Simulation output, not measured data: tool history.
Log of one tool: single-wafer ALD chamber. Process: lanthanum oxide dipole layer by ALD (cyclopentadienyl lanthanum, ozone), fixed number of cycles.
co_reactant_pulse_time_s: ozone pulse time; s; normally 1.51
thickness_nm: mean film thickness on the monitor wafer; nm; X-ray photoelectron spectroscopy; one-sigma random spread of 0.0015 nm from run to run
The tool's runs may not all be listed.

run,hour,co_reactant_pulse_time_s,wafers since the last listed run,hours since the last thermocouple change,hours since the last ozone generator service,hours since the showerhead was replaced,hours since the gauge calibration,"read-back reference wafer on the same gauge, thickness_nm",thickness_nm
1,0.0,1.97,0,1637.3,290.6,4932.0,365.9,0.678,0.587
2,23.2,1.51,447,1660.5,313.8,4955.2,389.1,0.679,0.558
3,39.5,1.51,314,1676.8,330.1,4971.5,405.4,0.680,0.560
4,55.7,1.51,312,1693.0,346.3,4987.7,421.6,0.679,0.559
5,71.3,1.51,300,1708.6,361.9,5003.3,437.2,0.680,0.557
6,95.5,1.51,466,1732.8,386.1,5027.5,461.4,0.679,0.558
7,125.7,1.51,581,1763.0,416.3,5057.7,491.6,0.679,0.558
8,149.9,1.51,466,1787.2,440.5,5081.9,515.8,0.679,0.556
9,178.9,1.51,558,1816.2,469.5,5110.9,544.8,0.679,0.559
# hour 187.2: ozone generator serviced
10,211.9,1.51,481,1849.2,24.7,5143.9,577.8,0.678,0.562
11,234.1,1.00,427,1871.4,46.9,5166.1,600.0,0.679,0.468
12,251.5,1.74,335,1888.8,64.3,5183.5,617.4,0.679,0.580
13,283.5,1.51,616,1920.8,96.3,5215.5,649.4,0.680,0.562
14,305.6,1.23,425,1942.9,118.4,5237.6,671.5,0.679,0.526
15,333.0,2.00,528,1970.3,145.8,5265.0,698.9,0.679,0.588
16,351.9,1.16,364,1989.2,164.7,5283.9,717.8,0.678,0.512
17,364.6,1.76,244,2001.9,177.4,5296.6,730.5,0.679,0.579
18,378.4,1.69,265,2015.7,191.2,5310.4,744.3,0.679,0.576
19,398.3,1.35,383,2035.6,211.1,5330.3,764.2,0.679,0.543
# hour 402.9: gauge calibrated
20,422.4,1.51,464,2059.7,235.2,5354.4,19.5,0.680,0.561
21,439.6,2.02,331,2076.9,252.4,5371.6,36.7,0.679,0.585
22,462.0,0.98,431,2099.3,274.8,5394.0,59.1,0.679,0.453
23,497.0,1.08,674,2134.3,309.8,5429.0,94.1,0.680,0.486
# hour 520.1: thermocouple changed; heater temperature recalibrated
24,523.6,1.31,358,3.5,336.4,5455.6,120.7,0.679,0.533
# hour 541.8: showerhead replaced
25,553.6,1.30,423,33.5,366.4,11.8,150.7,0.680,0.531
26,579.5,1.89,499,59.4,392.3,37.7,176.6,0.679,0.584
27,601.5,1.51,423,81.4,414.3,59.7,198.6,0.679,0.556
28,634.9,2.04,643,114.8,447.7,93.1,232.0,0.679,0.583
29,648.4,1.51,260,128.3,461.2,106.6,245.5,0.678,0.555
30,682.8,1.19,662,162.7,495.6,141.0,279.9,0.679,0.507
31,722.8,1.72,770,202.7,535.6,181.0,319.9,0.679,0.569
# hour 745.5: ozone generator serviced
32,746.0,1.71,292,225.9,0.5,204.2,343.1,0.679,0.577
33,767.5,1.51,414,247.4,22.0,225.7,364.6,0.679,0.566

5 options for the next run, each taken on its own from the tool as it stands now. Forecast them:
A,767.9,0.93,7,247.8,22.4,226.1,365.0,?,?
B,767.9,1.99,7,247.8,22.4,226.1,365.0,?,?
C,767.9,1.33,7,247.8,22.4,226.1,365.0,?,?
D,767.9,1.81,7,247.8,22.4,226.1,365.0,?,?
E,767.9,0.97,7,247.8,22.4,226.1,365.0,?,?

run,"read-back reference wafer on the same gauge, thickness_nm",thickness_nm
A,0.680,0.445
B,0.680,0.588
C,0.680,0.546
D,0.680,0.583
E,0.680,0.461
With the hidden condition removed and each run's random variation left untouched, the same runs would have given:
run,thickness_nm
A,0.448
B,0.588
C,0.548
D,0.583
E,0.464
